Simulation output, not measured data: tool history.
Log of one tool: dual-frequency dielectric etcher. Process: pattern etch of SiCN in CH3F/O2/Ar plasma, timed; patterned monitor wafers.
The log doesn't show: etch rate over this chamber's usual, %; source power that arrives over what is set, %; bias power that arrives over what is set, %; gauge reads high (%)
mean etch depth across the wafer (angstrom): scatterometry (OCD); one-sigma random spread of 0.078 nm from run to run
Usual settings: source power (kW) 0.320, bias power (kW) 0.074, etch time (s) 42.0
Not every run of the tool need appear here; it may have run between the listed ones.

run,hour,source power (kW),bias power (kW),etch time (s),wafers since the last listed run,hours since the last wet clean,hours since the last source power generator calibration,hours since the last bias power generator calibration,hours since the last upper electrode change,hours since the gauge calibration,"read-back reference wafer on the same gauge, depth_nm",mean etch depth across the wafer (angstrom)
1,0.0,0.370,0.074,42.0,0,71.3,4651.8,2160.7,2933.2,341.6,16.50,165.4
2,25.5,0.370,0.074,42.0,280,96.8,4677.3,2186.2,2958.7,367.1,16.49,165.8
3,60.4,0.370,0.074,42.0,383,131.7,4712.2,2221.1,2993.6,402.0,16.51,165.4
4,107.4,0.320,0.069,45.5,516,178.7,4759.2,2268.1,3040.6,449.0,16.50,160.1
5,133.8,0.320,0.069,45.5,290,205.1,4785.6,2294.5,3067.0,475.4,16.46,160.5
6,160.2,0.320,0.074,42.0,290,231.5,4812.0,2320.9,3093.4,501.8,16.51,150.1
7,209.7,0.260,0.074,42.0,543,281.0,4861.5,2370.4,3142.9,551.3,16.48,131.4
8,241.2,0.320,0.074,42.0,346,312.5,4893.0,2401.9,3174.4,582.8,16.48,149.0
# hour 285.7: wet clean of the chamber
9,286.2,0.320,0.069,45.5,230,0.5,4938.0,2446.9,3219.4,627.8,16.49,161.4
# hour 295.3: bias power generator calibrated
10,301.2,0.320,0.074,33.5,120,15.5,4953.0,5.9,3234.4,642.8,16.51,121.7

Run 11, settings as shown, results not yet in. Your forecast:
11,354.4,0.280,0.074,42.0,584,68.7,5006.2,59.1,3287.6,696.0,?,?

read-back reference wafer on the same gauge, depth_nm: 16.49
mean etch depth across the wafer (angstrom): 139.7
With no hidden state in the tool, this same run would have given mean etch depth across the wafer (angstrom) 141.1.
